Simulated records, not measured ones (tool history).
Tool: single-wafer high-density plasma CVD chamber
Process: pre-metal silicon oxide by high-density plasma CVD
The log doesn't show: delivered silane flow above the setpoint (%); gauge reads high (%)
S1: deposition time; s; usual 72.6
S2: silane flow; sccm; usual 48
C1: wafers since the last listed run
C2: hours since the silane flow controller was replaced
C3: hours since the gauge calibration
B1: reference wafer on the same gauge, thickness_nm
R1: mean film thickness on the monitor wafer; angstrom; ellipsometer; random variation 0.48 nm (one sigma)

{"run": 1, "day": 0.0, "S1": 72.6, "S2": 55, "C1": 0, "C2": 3447.5, "C3": 344.8, "B1": 278.971, "R1": 3472.35}
{"run": 2, "day": 1.112, "S1": 72.6, "S2": 55, "C1": 681, "C2": 3474.2, "C3": 371.5, "B1": 278.951, "R1": 3460.03}
{"run": 3, "day": 2.308, "S1": 72.6, "S2": 51, "C1": 732, "C2": 3502.9, "C3": 400.2, "B1": 279.002, "R1": 3247.78}
{"run": 4, "day": 2.992, "S1": 77.2, "S2": 42, "C1": 418, "C2": 3519.3, "C3": 416.6, "B1": 279.007, "R1": 2907.75}
{"run": 5, "day": 4.379, "S1": 77.2, "S2": 42, "C1": 850, "C2": 3552.6, "C3": 449.9, "B1": 279.104, "R1": 2908.77}
{"run": 6, "day": 5.65, "S1": 77.2, "S2": 42, "C1": 778, "C2": 3583.1, "C3": 480.4, "B1": 278.962, "R1": 2905.3}
{"run": 7, "day": 7.071, "S1": 72.6, "S2": 48, "C1": 870, "C2": 3617.2, "C3": 514.5, "B1": 278.897, "R1": 3063.19}
{"run": 8, "day": 8.233, "S1": 72.6, "S2": 48, "C1": 712, "C2": 3645.1, "C3": 542.4, "B1": 279.124, "R1": 3060.64}
{"run": 9, "day": 9.358, "S1": 62.7, "S2": 44, "C1": 689, "C2": 3672.1, "C3": 569.4, "B1": 278.996, "R1": 2454.66}
{"run": 10, "day": 10.388, "S1": 58.6, "S2": 41, "C1": 630, "C2": 3696.8, "C3": 594.1, "B1": 278.94, "R1": 2154.96}
{"day": 12.088, "done": "gauge calibrated"}
{"run": 11, "day": 13.138, "S1": 77.8, "S2": 48, "C1": 1685, "C2": 3762.8, "C3": 25.2, "B1": 279.041, "R1": 3272.05}
{"run": 12, "day": 14.362, "S1": 65.6, "S2": 43, "C1": 750, "C2": 3792.2, "C3": 54.6, "B1": 278.975, "R1": 2513.36}
{"run": 13, "day": 15.7, "S1": 77.2, "S2": 42, "C1": 819, "C2": 3824.3, "C3": 86.7, "B1": 279.032, "R1": 2894.06}
{"day": 17.188, "done": "silane flow controller replaced"}
{"run": 14, "day": 17.208, "S1": 86.6, "S2": 57, "C1": 720, "C2": 0.5, "C3": 122.9, "B1": 279.088, "R1": 4408.02}
{"run": 15, "day": 20.329, "S1": 72.6, "S2": 48, "C1": 1912, "C2": 75.4, "C3": 197.8, "B1": 278.912, "R1": 3173.34}
{"run": 16, "day": 21.683, "S1": 68.7, "S2": 39, "C1": 829, "C2": 107.9, "C3": 230.3, "B1": 278.988, "R1": 2511.34}

Forecast each of these 5 alternatives for the next run:
{"run": "A", "day": 21.7, "S1": 72.6, "S2": 48, "C1": 10, "C2": 108.3, "C3": 230.7, "B1": "?", "R1": "?"}
{"run": "B", "day": 21.7, "S1": 78.9, "S2": 48, "C1": 10, "C2": 108.3, "C3": 230.7, "B1": "?", "R1": "?"}
{"run": "C", "day": 21.7, "S1": 77.0, "S2": 44, "C1": 10, "C2": 108.3, "C3": 230.7, "B1": "?", "R1": "?"}
{"run": "D", "day": 21.7, "S1": 64.8, "S2": 48, "C1": 10, "C2": 108.3, "C3": 230.7, "B1": "?", "R1": "?"}
{"run": "E", "day": 21.7, "S1": 66.4, "S2": 48, "C1": 10, "C2": 108.3, "C3": 230.7, "B1": "?", "R1": "?"}

run=A B1=279.033 R1=3178.47
run=B B1=279.033 R1=3454.29
run=C B1=279.033 R1=3126.89
run=D B1=279.033 R1=2836.98
run=E B1=279.033 R1=2907.03
Without the tool's hidden state the same runs would have given:
run=A R1=3175.50
run=B R1=3451.06
run=C R1=3123.96
run=D R1=2834.33
run=E R1=2904.31
